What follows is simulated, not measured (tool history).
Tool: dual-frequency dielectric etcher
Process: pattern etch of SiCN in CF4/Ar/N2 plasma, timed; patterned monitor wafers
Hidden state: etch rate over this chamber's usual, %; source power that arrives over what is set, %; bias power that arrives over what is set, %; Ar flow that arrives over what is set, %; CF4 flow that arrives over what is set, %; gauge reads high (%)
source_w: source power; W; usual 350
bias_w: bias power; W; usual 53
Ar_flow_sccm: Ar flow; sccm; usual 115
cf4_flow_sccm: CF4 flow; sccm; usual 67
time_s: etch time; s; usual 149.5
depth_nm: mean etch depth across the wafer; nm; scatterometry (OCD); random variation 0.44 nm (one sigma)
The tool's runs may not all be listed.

| run | hour | source_w | bias_w | Ar_flow_sccm | cf4_flow_sccm | time_s | wafers since the last listed run | hours since the last wet clean | hours since the last source power generator calibration | hours since the last bias power generator calibration | hours since the last Ar flow controller change | hours since the last CF4 flow controller change | hours since the last upper electrode change | hours since the gauge calibration | read-back reference wafer on the same gauge, depth_nm | depth_nm |
|---|---|---|---|---|---|---|---|---|---|---|---|---|---|---|---|---|
| 1 | 0.0 | 350 | 53 | 115 | 67 | 149.5 | 0 | 172.0 | 324.2 | 1421.3 | 801.5 | 851.9 | 228.6 | 433.9 | 88.1 | 91.9 |
| 2 | 55.9 | 350 | 48 | 115 | 67 | 149.5 | 501 | 227.9 | 380.1 | 1477.2 | 857.4 | 907.8 | 284.5 | 489.8 | 88.1 | 87.0 |
| 3 | 140.5 | 350 | 53 | 115 | 67 | 149.5 | 758 | 312.5 | 464.7 | 1561.8 | 942.0 | 992.4 | 369.1 | 574.4 | 87.9 | 91.5 |
| 4 | 177.3 | 350 | 53 | 91 | 67 | 149.5 | 329 | 349.3 | 501.5 | 1598.6 | 978.8 | 1029.2 | 405.9 | 611.2 | 88.0 | 95.7 |
| 5 | 218.9 | 350 | 65 | 115 | 67 | 149.5 | 372 | 390.9 | 543.1 | 1640.2 | 1020.4 | 1070.8 | 447.5 | 652.8 | 88.1 | 102.1 |
| 6 | 286.2 | 350 | 53 | 115 | 67 | 149.5 | 603 | 458.2 | 610.4 | 1707.5 | 1087.7 | 1138.1 | 514.8 | 720.1 | 88.1 | 91.7 |
| 7 | 389.8 | 350 | 58 | 104 | 52 | 182.0 | 928 | 561.8 | 714.0 | 1811.1 | 1191.3 | 1241.7 | 618.4 | 823.7 | 88.1 | 113.3 |
| 8 | 483.6 | 350 | 53 | 115 | 67 | 149.5 | 840 | 655.6 | 807.8 | 1904.9 | 1285.1 | 1335.5 | 712.2 | 917.5 | 88.0 | 91.4 |
| 9 | 581.8 | 320 | 57 | 115 | 56 | 170.5 | 880 | 753.8 | 906.0 | 2003.1 | 1383.3 | 1433.7 | 810.4 | 1015.7 | 88.0 | 91.7 |
|  | 651.5 | wet clean of the chamber |
|  | 669.0 | CF4 flow controller replaced |
| 10 | 680.3 | 350 | 53 | 99 | 67 | 107.5 | 614 | 28.8 | 1004.5 | 2101.6 | 1481.8 | 11.3 | 908.9 | 1114.2 | 87.8 | 68.4 |
| 11 | 785.5 | 350 | 53 | 115 | 67 | 149.5 | 943 | 134.0 | 1109.7 | 2206.8 | 1587.0 | 116.5 | 1014.1 | 1219.4 | 88.0 | 92.7 |
|  | 798.4 | bias power generator calibrated |
| 12 | 830.7 | 400 | 53 | 115 | 52 | 191.5 | 369 | 179.2 | 1154.9 | 32.3 | 1632.2 | 161.7 | 1059.3 | 1264.6 | 87.9 | 134.4 |
| 13 | 874.8 | 310 | 58 | 99 | 67 | 149.5 | 395 | 223.3 | 1199.0 | 76.4 | 1676.3 | 205.8 | 1103.4 | 1308.7 | 87.9 | 80.6 |
| 14 | 918.9 | 390 | 53 | 115 | 67 | 149.5 | 395 | 267.4 | 1243.1 | 120.5 | 1720.4 | 249.9 | 1147.5 | 1352.8 | 87.8 | 107.3 |
| 15 | 1149.4 | 290 | 61 | 115 | 73 | 163.5 | 2066 | 497.9 | 1473.6 | 351.0 | 1950.9 | 480.4 | 1378.0 | 1583.3 | 88.0 | 78.1 |
| 16 | 1217.7 | 350 | 53 | 115 | 67 | 149.5 | 612 | 566.2 | 1541.9 | 419.3 | 2019.2 | 548.7 | 1446.3 | 1651.6 | 88.0 | 91.0 |
| 17 | 1309.1 | 350 | 47 | 115 | 62 | 117.0 | 819 | 657.6 | 1633.3 | 510.7 | 2110.6 | 640.1 | 1537.7 | 1743.0 | 88.0 | 66.2 |
| 18 | 1387.3 | 350 | 49 | 115 | 56 | 149.5 | 701 | 735.8 | 1711.5 | 588.9 | 2188.8 | 718.3 | 1615.9 | 1821.2 | 88.0 | 84.6 |
|  | 1482.0 | wet clean of the chamber |
| 19 | 1482.5 | 310 | 53 | 115 | 53 | 149.5 | 638 | 0.5 | 1806.7 | 684.1 | 2284.0 | 813.5 | 1711.1 | 1916.4 | 87.9 | 71.2 |
| 20 | 1532.0 | 350 | 45 | 140 | 67 | 170.0 | 443 | 50.0 | 1856.2 | 733.6 | 2333.5 | 863.0 | 1760.6 | 1965.9 | 88.0 | 91.4 |
| 21 | 1596.0 | 350 | 64 | 115 | 67 | 137.5 | 573 | 114.0 | 1920.2 | 797.6 | 2397.5 | 927.0 | 1824.6 | 2029.9 | 88.1 | 92.3 |

4 ways to go on from here, each from the tool as it stands after run 21. What would each give?
| A | 1596.5 | 350 | 53 | 115 | 52 | 149.5 | 4 | 114.5 | 1920.7 | 798.1 | 2398.0 | 927.5 | 1825.1 | 2030.4 | ? | ? |
| B | 1596.5 | 350 | 64 | 115 | 67 | 149.5 | 4 | 114.5 | 1920.7 | 798.1 | 2398.0 | 927.5 | 1825.1 | 2030.4 | ? | ? |
| C | 1596.5 | 350 | 48 | 115 | 67 | 175.0 | 4 | 114.5 | 1920.7 | 798.1 | 2398.0 | 927.5 | 1825.1 | 2030.4 | ? | ? |
| D | 1596.5 | 350 | 53 | 115 | 80 | 113.0 | 4 | 114.5 | 1920.7 | 798.1 | 2398.0 | 927.5 | 1825.1 | 2030.4 | ? | ? |

| run | read-back reference wafer on the same gauge, depth_nm | depth_nm |
|---|---|---|
| A | 87.9 | 86.6 |
| B | 87.9 | 100.1 |
| C | 87.9 | 101.3 |
| D | 87.9 | 71.1 |
Without the tool's hidden state the same runs would have given:
| run | depth_nm |
|---|---|
| A | 85.9 |
| B | 99.3 |
| C | 100.6 |
| D | 70.6 |
